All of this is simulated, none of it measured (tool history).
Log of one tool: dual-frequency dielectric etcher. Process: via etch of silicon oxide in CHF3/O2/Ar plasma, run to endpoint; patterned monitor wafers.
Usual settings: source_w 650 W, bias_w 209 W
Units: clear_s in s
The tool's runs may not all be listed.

| run | day | source_w | bias_w | wafers since the last listed run | hours since the last wet clean | hours since the last source power generator calibration | hours since the last bias power generator calibration | hours since the last upper electrode change | incoming incoming film thickness, nm | clear_s |
|---|---|---|---|---|---|---|---|---|---|---|
| 1 | 0.000 | 650 | 209 | 0 | 239.2 | 2796.3 | 1418.2 | 4235.2 | 431.2 | 198.9 |
| 2 | 0.688 | 650 | 209 | 99 | 255.7 | 2812.8 | 1434.7 | 4251.7 | 433.9 | 202.5 |
| 3 | 1.075 | 650 | 209 | 55 | 265.0 | 2822.1 | 1444.0 | 4261.0 | 435.7 | 202.3 |
| 4 | 1.721 | 650 | 198 | 93 | 280.5 | 2837.6 | 1459.5 | 4276.5 | 437.0 | 207.3 |
| 5 | 2.004 | 650 | 198 | 40 | 287.3 | 2844.4 | 1466.3 | 4283.3 | 434.4 | 205.5 |
| 6 | 2.375 | 650 | 198 | 53 | 296.2 | 2853.3 | 1475.2 | 4292.2 | 436.1 | 205.5 |
| 7 | 2.850 | 650 | 209 | 68 | 307.6 | 2864.7 | 1486.6 | 4303.6 | 437.6 | 200.1 |
| 8 | 3.483 | 650 | 209 | 91 | 322.8 | 2879.9 | 1501.8 | 4318.8 | 436.5 | 200.8 |
|  | 4.879 | upper electrode replaced |
| 9 | 4.900 | 650 | 209 | 60 | 356.8 | 2913.9 | 1535.8 | 0.5 | 433.8 | 198.4 |
| 10 | 4.921 | 650 | 209 | 3 | 357.3 | 2914.4 | 1536.3 | 1.0 | 434.6 | 198.6 |
| 11 | 5.121 | 760 | 209 | 28 | 362.1 | 2919.2 | 1541.1 | 5.8 | 435.1 | 185.8 |
| 12 | 5.608 | 760 | 209 | 70 | 373.8 | 2930.9 | 1552.8 | 17.5 | 431.4 | 183.9 |
| 13 | 6.154 | 530 | 209 | 78 | 386.9 | 2944.0 | 1565.9 | 30.6 | 431.4 | 214.4 |
| 14 | 6.758 | 530 | 209 | 87 | 401.4 | 2958.5 | 1580.4 | 45.1 | 433.4 | 215.2 |
| 15 | 7.208 | 770 | 224 | 65 | 412.2 | 2969.3 | 1591.2 | 55.9 | 439.1 | 178.7 |
| 16 | 7.546 | 780 | 230 | 48 | 420.3 | 2977.4 | 1599.3 | 64.0 | 432.4 | 172.7 |
|  | 7.971 | bias power generator calibrated |
|  | 8.750 | source power generator calibrated |
|  | 9.075 | wet clean of the chamber |
| 17 | 9.096 | 750 | 232 | 128 | 0.5 | 8.3 | 27.0 | 101.2 | 441.1 | 187.2 |
| 18 | 9.438 | 560 | 167 | 49 | 8.7 | 16.5 | 35.2 | 109.4 | 428.5 | 246.3 |
| 19 | 9.708 | 650 | 198 | 39 | 15.2 | 23.0 | 41.7 | 115.9 | 436.2 | 213.3 |
| 20 | 10.229 | 710 | 166 | 75 | 27.7 | 35.5 | 54.2 | 128.4 | 432.8 | 225.3 |
| 21 | 10.725 | 650 | 224 | 71 | 39.6 | 47.4 | 66.1 | 140.3 | 437.0 | 198.3 |
| 22 | 11.225 | 730 | 239 | 72 | 51.6 | 59.4 | 78.1 | 152.3 | 428.3 | 177.6 |
| 23 | 11.533 | 650 | 165 | 44 | 59.0 | 66.8 | 85.5 | 159.7 | 434.0 | 234.3 |
| 24 | 11.862 | 650 | 209 | 47 | 66.9 | 74.7 | 93.4 | 167.6 | 436.9 | 206.0 |

3 ways to go on from here, each from the tool as it stands after run 24. What would each give?
| A | 11.883 | 650 | 209 | 3 | 67.4 | 75.2 | 93.9 | 168.1 | 431.4 | ? |
| B | 11.883 | 570 | 178 | 3 | 67.4 | 75.2 | 93.9 | 168.1 | 431.4 | ? |
| C | 11.883 | 650 | 158 | 3 | 67.4 | 75.2 | 93.9 | 168.1 | 431.4 | ? |

| run | clear_s |
|---|---|
| A | 204.2 |
| B | 236.4 |
| C | 240.2 |
Without the tool's hidden state the same runs would have given:
| run | clear_s |
|---|---|
| A | 205.8 |
| B | 238.3 |
| C | 242.0 |
